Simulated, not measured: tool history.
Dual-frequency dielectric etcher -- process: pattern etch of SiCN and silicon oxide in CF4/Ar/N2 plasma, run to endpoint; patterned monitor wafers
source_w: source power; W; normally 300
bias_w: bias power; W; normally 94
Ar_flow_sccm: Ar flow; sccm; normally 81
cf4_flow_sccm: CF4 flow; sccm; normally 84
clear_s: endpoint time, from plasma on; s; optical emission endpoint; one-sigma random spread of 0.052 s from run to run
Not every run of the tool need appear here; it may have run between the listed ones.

run,hour,source_w,bias_w,Ar_flow_sccm,cf4_flow_sccm,"incoming incoming film thickness, nm",clear_s
1,0.0,300,112,73,84,11.35,16.2
2,6.3,300,112,73,84,11.38,16.2
3,16.4,300,112,73,84,11.36,16.3
# hour 42.3: wet clean of the chamber
4,42.8,300,94,81,71,11.46,17.9
5,63.0,300,94,81,71,11.40,17.8
6,78.7,340,94,81,96,11.48,16.0
7,88.6,280,87,81,97,11.57,18.9
8,105.6,270,94,65,84,11.41,18.4
9,114.3,300,94,81,104,11.50,17.3
10,124.9,340,94,81,84,11.35,16.2
11,136.5,300,94,95,84,11.49,17.9
# hour 146.2: bias power generator calibrated
12,150.1,300,94,81,98,11.44,17.2
# hour 156.4: source power generator calibrated
13,165.1,300,75,81,84,11.33,19.5
14,171.6,300,112,73,84,11.36,15.9
15,185.7,300,94,81,84,11.44,17.6
16,192.5,330,110,90,92,11.48,15.5
# hour 207.5: Ar flow controller replaced
# hour 208.6: CF4 flow controller replaced
17,209.1,300,94,81,105,11.38,17.2
18,217.7,240,94,81,94,11.44,20.1
19,229.7,330,94,81,71,11.43,17.1
20,275.9,300,104,87,84,11.37,17.0
21,283.5,300,94,100,95,11.34,17.7
22,298.5,330,94,63,84,11.34,16.3
23,314.6,300,117,64,84,11.33,15.6
24,320.9,300,94,81,84,11.42,17.8
25,331.0,300,94,81,84,11.35,17.7

Below are 3 alternative next runs, each starting from the tool's condition after run 25. Predict each:
A,331.4,300,94,93,84,11.41,?
B,331.4,300,117,73,70,11.41,?
C,331.4,300,94,81,75,11.41,?

run,clear_s
A,18.0
B,16.1
C,18.0
With no hidden state in the tool, these same runs would have given:
run,clear_s
A,17.6
B,15.8
C,17.6
